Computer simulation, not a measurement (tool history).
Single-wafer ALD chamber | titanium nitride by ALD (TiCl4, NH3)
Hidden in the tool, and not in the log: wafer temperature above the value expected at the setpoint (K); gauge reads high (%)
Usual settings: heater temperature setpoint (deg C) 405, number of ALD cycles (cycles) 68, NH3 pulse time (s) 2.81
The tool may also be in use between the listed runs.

| run | hour | heater temperature setpoint (deg C) | number of ALD cycles (cycles) | NH3 pulse time (s) | wafers since the last listed run | hours since the last thermocouple change | hours since the showerhead was replaced | hours since the gauge calibration | read-back reference wafer on the same gauge, thickness_nm | mean film thickness on the monitor wafer (angstrom) |
|---|---|---|---|---|---|---|---|---|---|---|
| 1 | 0.0 | 405 | 68 | 2.81 | 0 | 1401.4 | 7816.9 | 93.1 | 1.741 | 17.27 |
| 2 | 6.8 | 405 | 68 | 2.81 | 25 | 1408.2 | 7823.7 | 99.9 | 1.739 | 17.42 |
| 3 | 13.2 | 405 | 68 | 2.81 | 24 | 1414.6 | 7830.1 | 106.3 | 1.739 | 17.36 |
| 4 | 25.1 | 397 | 68 | 3.49 | 45 | 1426.5 | 7842.0 | 118.2 | 1.741 | 17.42 |
| 5 | 33.0 | 397 | 68 | 3.49 | 29 | 1434.4 | 7849.9 | 126.1 | 1.741 | 17.40 |
| 6 | 48.7 | 405 | 68 | 2.81 | 59 | 1450.1 | 7865.6 | 141.8 | 1.741 | 17.36 |
| 7 | 65.4 | 405 | 68 | 2.81 | 63 | 1466.8 | 7882.3 | 158.5 | 1.741 | 17.42 |
| 8 | 82.2 | 405 | 77 | 2.81 | 63 | 1483.6 | 7899.1 | 175.3 | 1.739 | 19.63 |
| 9 | 93.9 | 397 | 68 | 1.93 | 44 | 1495.3 | 7910.8 | 187.0 | 1.739 | 17.02 |
| 10 | 110.2 | 397 | 68 | 1.93 | 61 | 1511.6 | 7927.1 | 203.3 | 1.740 | 16.99 |
| 11 | 117.5 | 405 | 68 | 1.98 | 27 | 1518.9 | 7934.4 | 210.6 | 1.740 | 17.09 |
| 12 | 134.4 | 405 | 68 | 1.98 | 64 | 1535.8 | 7951.3 | 227.5 | 1.738 | 17.19 |
| 13 | 144.2 | 405 | 78 | 2.81 | 37 | 1545.6 | 7961.1 | 237.3 | 1.738 | 19.76 |
| 14 | 159.0 | 405 | 62 | 3.21 | 56 | 1560.4 | 7975.9 | 252.1 | 1.739 | 15.83 |
|  | 183.1 | showerhead replaced |
| 15 | 183.6 | 414 | 68 | 2.14 | 62 | 1585.0 | 0.5 | 276.7 | 1.741 | 17.20 |
| 16 | 211.7 | 414 | 68 | 2.14 | 106 | 1613.1 | 28.6 | 304.8 | 1.739 | 17.24 |
| 17 | 220.7 | 405 | 68 | 2.81 | 34 | 1622.1 | 37.6 | 313.8 | 1.741 | 17.31 |
| 18 | 230.3 | 405 | 68 | 2.81 | 36 | 1631.7 | 47.2 | 323.4 | 1.740 | 17.39 |
| 19 | 237.8 | 412 | 61 | 2.10 | 28 | 1639.2 | 54.7 | 330.9 | 1.741 | 15.40 |
| 20 | 251.1 | 393 | 80 | 3.41 | 50 | 1652.5 | 68.0 | 344.2 | 1.738 | 20.45 |
| 21 | 267.9 | 411 | 75 | 1.75 | 63 | 1669.3 | 84.8 | 361.0 | 1.740 | 18.89 |
| 22 | 285.8 | 395 | 68 | 2.81 | 67 | 1687.2 | 102.7 | 378.9 | 1.741 | 17.29 |
| 23 | 292.5 | 396 | 62 | 3.91 | 25 | 1693.9 | 109.4 | 385.6 | 1.739 | 15.90 |
|  | 303.1 | gauge calibrated |
| 24 | 308.2 | 395 | 68 | 2.81 | 59 | 1709.6 | 125.1 | 5.1 | 1.742 | 17.20 |
| 25 | 320.2 | 405 | 73 | 3.61 | 45 | 1721.6 | 137.1 | 17.1 | 1.741 | 18.76 |
| 26 | 331.5 | 405 | 68 | 2.81 | 42 | 1732.9 | 148.4 | 28.4 | 1.740 | 17.35 |
| 27 | 337.7 | 405 | 68 | 3.83 | 23 | 1739.1 | 154.6 | 34.6 | 1.740 | 17.54 |
| 28 | 348.2 | 397 | 68 | 1.93 | 39 | 1749.6 | 165.1 | 45.1 | 1.739 | 17.14 |
| 29 | 354.5 | 392 | 68 | 3.52 | 23 | 1755.9 | 171.4 | 51.4 | 1.741 | 17.33 |
|  | 362.6 | thermocouple changed; heater temperature recalibrated |
| 30 | 369.6 | 418 | 55 | 1.85 | 26 | 7.0 | 186.5 | 66.5 | 1.740 | 13.89 |
| 31 | 384.9 | 392 | 68 | 3.52 | 58 | 22.3 | 201.8 | 81.8 | 1.741 | 17.38 |
| 32 | 401.0 | 405 | 68 | 2.81 | 61 | 38.4 | 217.9 | 97.9 | 1.741 | 17.33 |
| 33 | 445.4 | 405 | 59 | 2.35 | 168 | 82.8 | 262.3 | 142.3 | 1.739 | 14.97 |
| 34 | 451.7 | 410 | 55 | 3.50 | 23 | 89.1 | 268.6 | 148.6 | 1.740 | 14.15 |
| 35 | 465.7 | 414 | 68 | 3.79 | 53 | 103.1 | 282.6 | 162.6 | 1.740 | 17.46 |
| 36 | 472.9 | 405 | 68 | 3.36 | 27 | 110.3 | 289.8 | 169.8 | 1.740 | 17.42 |
| 37 | 484.4 | 396 | 58 | 3.09 | 43 | 121.8 | 301.3 | 181.3 | 1.739 | 14.77 |
| 38 | 490.9 | 410 | 72 | 2.40 | 24 | 128.3 | 307.8 | 187.8 | 1.739 | 18.29 |
| 39 | 498.8 | 405 | 68 | 3.14 | 29 | 136.2 | 315.7 | 195.7 | 1.740 | 17.30 |
| 40 | 512.3 | 400 | 75 | 2.81 | 51 | 149.7 | 329.2 | 209.2 | 1.738 | 19.11 |
| 41 | 527.4 | 410 | 68 | 3.81 | 57 | 164.8 | 344.3 | 224.3 | 1.740 | 17.44 |

3 ways to go on from here, each from the tool as it stands after run 41. What would each give?
| A | 528.0 | 398 | 68 | 2.81 | 2 | 165.4 | 344.9 | 224.9 | ? | ? |
| B | 528.0 | 392 | 64 | 1.91 | 2 | 165.4 | 344.9 | 224.9 | ? | ? |
| C | 528.0 | 405 | 64 | 2.81 | 2 | 165.4 | 344.9 | 224.9 | ? | ? |

| run | read-back reference wafer on the same gauge, thickness_nm | mean film thickness on the monitor wafer (angstrom) |
|---|---|---|
| A | 1.741 | 17.30 |
| B | 1.741 | 15.97 |
| C | 1.741 | 16.31 |
Without the tool's hidden state the same runs would have given:
| run | mean film thickness on the monitor wafer (angstrom) |
|---|---|
| A | 17.30 |
| B | 15.97 |
| C | 16.31 |
